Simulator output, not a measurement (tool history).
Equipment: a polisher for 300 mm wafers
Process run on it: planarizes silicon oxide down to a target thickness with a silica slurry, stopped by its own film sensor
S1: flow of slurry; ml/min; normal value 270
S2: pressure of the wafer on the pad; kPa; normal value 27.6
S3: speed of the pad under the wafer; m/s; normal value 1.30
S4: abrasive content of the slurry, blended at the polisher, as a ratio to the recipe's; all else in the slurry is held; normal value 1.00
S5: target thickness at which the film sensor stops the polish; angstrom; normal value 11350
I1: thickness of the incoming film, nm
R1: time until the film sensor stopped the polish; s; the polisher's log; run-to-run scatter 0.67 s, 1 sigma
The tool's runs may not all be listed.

run 1 hour=0.0 | S1=270 S2=27.6 S3=1.30 S4=1.00 S5=11350 | I1=1413.9 | R1=83.7
run 2 hour=25.4 | S1=270 S2=27.6 S3=1.30 S4=1.00 S5=11350 | I1=1393.6 | R1=77.7
-- hour=41.9 worn pad replaced by a new one
run 3 hour=69.2 | S1=270 S2=27.6 S3=1.30 S4=1.00 S5=11350 | I1=1380.9 | R1=75.5
run 4 hour=125.1 | S1=270 S2=27.6 S3=1.30 S4=1.00 S5=11350 | I1=1412.9 | R1=88.0
-- hour=144.2 slurry blender recalibrated
run 5 hour=181.5 | S1=270 S2=31.0 S3=1.30 S4=1.00 S5=11690 | I1=1414.0 | R1=69.1
run 6 hour=208.5 | S1=250 S2=27.6 S3=1.08 S4=1.00 S5=11350 | I1=1371.9 | R1=86.7
-- hour=222.4 worn pad replaced by a new one
run 7 hour=279.6 | S1=250 S2=27.6 S3=1.08 S4=1.00 S5=11350 | I1=1379.2 | R1=90.6
run 8 hour=333.1 | S1=270 S2=27.6 S3=1.30 S4=1.00 S5=11350 | I1=1401.6 | R1=87.8
-- hour=339.6 slurry blender recalibrated
-- hour=387.4 worn pad replaced by a new one
run 9 hour=400.8 | S1=270 S2=27.6 S3=1.30 S4=1.00 S5=11350 | I1=1407.7 | R1=84.0
run 10 hour=468.6 | S1=270 S2=27.6 S3=1.30 S4=0.75 S5=11090 | I1=1405.8 | R1=105.1
-- hour=487.3 conditioning disc replaced and pad reconditioned
run 11 hour=503.4 | S1=320 S2=27.6 S3=1.04 S4=0.70 S5=10550 | I1=1408.0 | R1=155.4
-- hour=526.3 slurry blender recalibrated
run 12 hour=548.1 | S1=270 S2=24.8 S3=1.30 S4=1.10 S5=11870 | I1=1409.7 | R1=69.8
-- hour=553.2 worn pad replaced by a new one
run 13 hour=587.3 | S1=270 S2=27.6 S3=1.30 S4=1.00 S5=11350 | I1=1384.1 | R1=75.2
-- hour=607.1 slurry nozzle cleaned
run 14 hour=624.5 | S1=270 S2=31.0 S3=1.30 S4=1.00 S5=11040 | I1=1400.7 | R1=83.7
run 15 hour=649.6 | S1=235 S2=32.4 S3=1.30 S4=1.00 S5=11350 | I1=1417.7 | R1=80.0
-- hour=711.0 slurry blender recalibrated
-- hour=732.4 worn pad replaced by a new one
-- hour=744.8 head pressure recalibrated
run 16 hour=854.3 | S1=270 S2=27.6 S3=1.30 S4=0.80 S5=11350 | I1=1375.9 | R1=82.2
run 17 hour=886.6 | S1=215 S2=27.6 S3=0.86 S4=1.00 S5=11350 | I1=1418.5 | R1=127.4
-- hour=909.4 slurry blender recalibrated
-- hour=918.8 worn pad replaced by a new one
run 18 hour=945.0 | S1=270 S2=27.6 S3=1.30 S4=1.00 S5=11350 | I1=1396.4 | R1=79.0

Below are 4 alternative next runs, each starting from the tool's condition after run 18. Predict each:
run A hour=945.4 | S1=270 S2=27.6 S3=1.30 S4=1.00 S5=11350 | I1=1409.2 | R1=?
run B hour=945.4 | S1=270 S2=18.6 S3=1.74 S4=1.00 S5=11350 | I1=1409.2 | R1=?
run C hour=945.4 | S1=270 S2=27.6 S3=1.42 S4=1.25 S5=11720 | I1=1409.2 | R1=?
run D hour=945.4 | S1=205 S2=22.1 S3=1.30 S4=1.00 S5=11350 | I1=1409.2 | R1=?

run=A R1=83.3
run=B R1=84.2
run=C R1=62.6
run=D R1=97.8
The same runs, with their run-to-run variation unchanged, on a tool lacking any hidden condition would have given:
run=A R1=81.4
run=B R1=82.3
run=C R1=61.3
run=D R1=95.6

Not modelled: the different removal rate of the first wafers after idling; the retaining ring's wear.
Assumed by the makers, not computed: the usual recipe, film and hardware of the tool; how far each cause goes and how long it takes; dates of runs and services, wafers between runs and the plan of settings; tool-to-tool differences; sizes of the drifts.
